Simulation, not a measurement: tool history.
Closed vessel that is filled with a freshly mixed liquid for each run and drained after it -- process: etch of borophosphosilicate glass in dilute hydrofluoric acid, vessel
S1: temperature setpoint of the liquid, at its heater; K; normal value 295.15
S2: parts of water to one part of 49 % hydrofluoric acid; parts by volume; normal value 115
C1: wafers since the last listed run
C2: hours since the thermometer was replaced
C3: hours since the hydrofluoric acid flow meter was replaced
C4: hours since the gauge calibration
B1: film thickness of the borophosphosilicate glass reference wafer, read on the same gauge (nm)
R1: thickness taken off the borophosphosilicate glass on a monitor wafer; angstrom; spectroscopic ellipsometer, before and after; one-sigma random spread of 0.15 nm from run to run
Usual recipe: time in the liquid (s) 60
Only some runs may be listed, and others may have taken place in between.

run 1 hour=0 | S1=295.15 S2=115 time_in_the_liquid_(s)=45 | C1=0 C2=877 C3=1113.5 C4=52.1 | B1=50.01 | R1=173.7
run 2 hour=9.8 | S1=295.15 S2=115 time_in_the_liquid_(s)=45 | C1=996 C2=886.8 C3=1123.3 C4=61.9 | B1=50 | R1=175.5
run 3 hour=24.1 | S1=295.15 S2=115 time_in_the_liquid_(s)=60 | C1=1453 C2=901.1 C3=1137.6 C4=76.2 | B1=50.01 | R1=234.1
run 4 hour=40.8 | S1=295.15 S2=115 time_in_the_liquid_(s)=60 | C1=1697 C2=917.8 C3=1154.3 C4=92.9 | B1=49.98 | R1=234.9
run 5 hour=47.2 | S1=295.15 S2=115 time_in_the_liquid_(s)=60 | C1=650 C2=924.2 C3=1160.7 C4=99.3 | B1=50.01 | R1=230.7
run 6 hour=53.6 | S1=295.15 S2=115 time_in_the_liquid_(s)=60 | C1=650 C2=930.6 C3=1167.1 C4=105.7 | B1=50.03 | R1=235.5
run 7 hour=65 | S1=295.15 S2=115 time_in_the_liquid_(s)=60 | C1=1158 C2=942 C3=1178.5 C4=117.1 | B1=49.98 | R1=236.7
run 8 hour=75.1 | S1=295.15 S2=115 time_in_the_liquid_(s)=60 | C1=1026 C2=952.1 C3=1188.6 C4=127.2 | B1=50.01 | R1=232.3
-- hour=75.1 gauge calibrated
run 9 hour=82.4 | S1=295.15 S2=115 time_in_the_liquid_(s)=60 | C1=742 C2=959.4 C3=1195.9 C4=7.3 | B1=49.99 | R1=233.5
run 10 hour=98.7 | S1=295.15 S2=115 time_in_the_liquid_(s)=90 | C1=1656 C2=975.7 C3=1212.2 C4=23.6 | B1=50.02 | R1=348.3
-- hour=116.7 thermometer replaced
run 11 hour=117.2 | S1=291.15 S2=115 time_in_the_liquid_(s)=75 | C1=1778 C2=0.5 C3=1230.7 C4=42.1 | B1=50 | R1=248.2
run 12 hour=132.2 | S1=291.65 S2=65 time_in_the_liquid_(s)=60 | C1=1524 C2=15.5 C3=1245.7 C4=57.1 | B1=50 | R1=381.7
-- hour=162.4 hydrofluoric acid flow meter replaced
run 13 hour=169.6 | S1=291.65 S2=65 time_in_the_liquid_(s)=60 | C1=3700 C2=52.9 C3=7.2 C4=94.5 | B1=50.03 | R1=377.3
run 14 hour=175.8 | S1=299.65 S2=145 time_in_the_liquid_(s)=35 | C1=630 C2=59.1 C3=13.4 C4=100.7 | B1=50.01 | R1=124.8
run 15 hour=192.4 | S1=295.15 S2=115 time_in_the_liquid_(s)=60 | C1=1687 C2=75.7 C3=30 C4=117.3 | B1=49.98 | R1=230.3
run 16 hour=201 | S1=291.15 S2=90 time_in_the_liquid_(s)=45 | C1=874 C2=84.3 C3=38.6 C4=125.9 | B1=50 | R1=195.3

Forecast run 17:
-- hour=203.3 gauge calibrated
run 17 hour=209 | S1=297.65 S2=75 time_in_the_liquid_(s)=35 | C1=813 C2=92.3 C3=46.6 C4=5.7 | B1=? | R1=?

B1: 50.01
R1: 242.9 angstrom
Minus the tool's unlogged condition, the same run would have read R1 242.9 angstrom.

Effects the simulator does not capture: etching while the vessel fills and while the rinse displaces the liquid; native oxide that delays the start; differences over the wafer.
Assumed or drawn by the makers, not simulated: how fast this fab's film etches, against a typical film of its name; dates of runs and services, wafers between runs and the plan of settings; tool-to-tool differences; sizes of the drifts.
